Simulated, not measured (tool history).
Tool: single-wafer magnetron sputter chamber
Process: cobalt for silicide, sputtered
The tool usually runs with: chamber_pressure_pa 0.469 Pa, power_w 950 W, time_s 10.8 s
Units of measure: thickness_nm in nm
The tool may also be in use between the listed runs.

run   hour  chamber_pressure_pa  power_w  time_s  wafers since the last listed run  wafers on the sputter target  hours since the last manometer calibration  hours since the magnet pack was replaced  hours since the gauge calibration  read-back reference wafer on the same gauge, thickness_nm  thickness_nm
  1      0                0.469      950    10.8                                 0                          1337                                      2175.2                                      5326                              150.3                                                      4.249         5.023
  2   18.7                0.469      950    10.8                               364                          1701                                      2193.9                                    5344.7                                169                                                       4.25         4.984
  3   50.8                0.567      950     9.9                               625                          2326                                        2226                                    5376.8                              201.1                                                      4.245         4.477
  4   63.9                0.605      950    10.8                               255                          2581                                      2239.1                                    5389.9                              214.2                                                      4.249         4.809
  5   89.5                0.469      950    10.8                               498                          3080                                      2264.7                                    5415.5                              239.8                                                       4.25         4.987
     109.4  -- sputter target and shields replaced
  6  118.9                0.469      950    10.8                               416                           185                                      2294.1                                    5444.9                              269.2                                                       4.25         5.107
     147.4  -- gauge calibrated
  7  152.2                0.469      950    10.8                               648                           834                                      2327.4                                    5478.2                                4.8                                                      4.247          5.09
  8  178.8                0.469     1100    12.4                               517                          1352                                        2354                                    5504.8                               31.4                                                       4.25         6.193
  9    202                0.469      950    10.8                               451                          1803                                      2377.2                                      5528                               54.6                                                      4.251         4.972
 10  223.2                0.469      950    11.7                               412                          2216                                      2398.4                                    5549.2                               75.8                                                      4.251         5.427
 11  241.6                0.469      850    11.8                               358                          2574                                      2416.8                                    5567.6                               94.2                                                      4.248         5.181
 12  262.4                0.586     1150    12.9                               405                          2979                                      2437.6                                    5588.4                                115                                                      4.253         6.319
     278.9  -- magnet pack replaced
 13  279.4                0.653      800    10.8                               175                          3155                                      2454.6                                       0.5                                132                                                       4.25         4.324
 14  303.1                0.469      950    10.8                               461                          3616                                      2478.3                                      24.2                              155.7                                                      4.251         4.994
     317.5  -- sputter target and shields replaced
     330.3  -- capacitance manometer re-zeroed and calibrated
 15  330.8                0.469     1150    10.8                               227                           103                                         0.5                                      51.9                              183.4                                                       4.25         5.642
 16  356.4                0.469      950    10.8                               498                           601                                        26.1                                      77.5                                209                                                      4.251         5.033
 17    390                0.369      900    12.1                               654                          1255                                        59.7                                     111.1                              242.6                                                      4.252         5.687
 18    407                0.469      950    10.8                               331                          1586                                        76.7                                     128.1                              259.6                                                      4.249         5.022
 19  438.2                0.331      850    10.8                               607                          2194                                       107.9                                     159.3                              290.8                                                      4.248         4.925

Across each entry between runs, compare the hidden state at the last listed run before it with the hidden state at the first listed run after it:
Runs 5 to 6: sputter target and shields replaced (hour 109.4)
  deposition rate above that of a new target (%): -2.63 -> -0.762
  the result without the hidden state subtracted from the measured one, thickness_nm: -0.134 -> -0.04 nm
Runs 6 to 7: gauge calibrated (hour 147.4)
  deposition rate above that of a new target (%): -0.762 -> -1.66
  the result without the hidden state subtracted from the measured one, thickness_nm: -0.04 -> -0.085 nm
Runs 12 to 13: magnet pack replaced (hour 278.9)
  deposition rate above that of a new target (%): -2.8 -> -2.86
  the result without the hidden state subtracted from the measured one, thickness_nm: -0.182 -> -0.127 nm
Runs 14 to 15: sputter target and shields replaced (hour 317.5); capacitance manometer re-zeroed and calibrated (hour 330.3)
  deposition rate above that of a new target (%): -2.92 -> -0.653
  the result without the hidden state subtracted from the measured one, thickness_nm: -0.15 -> -0.037 nm
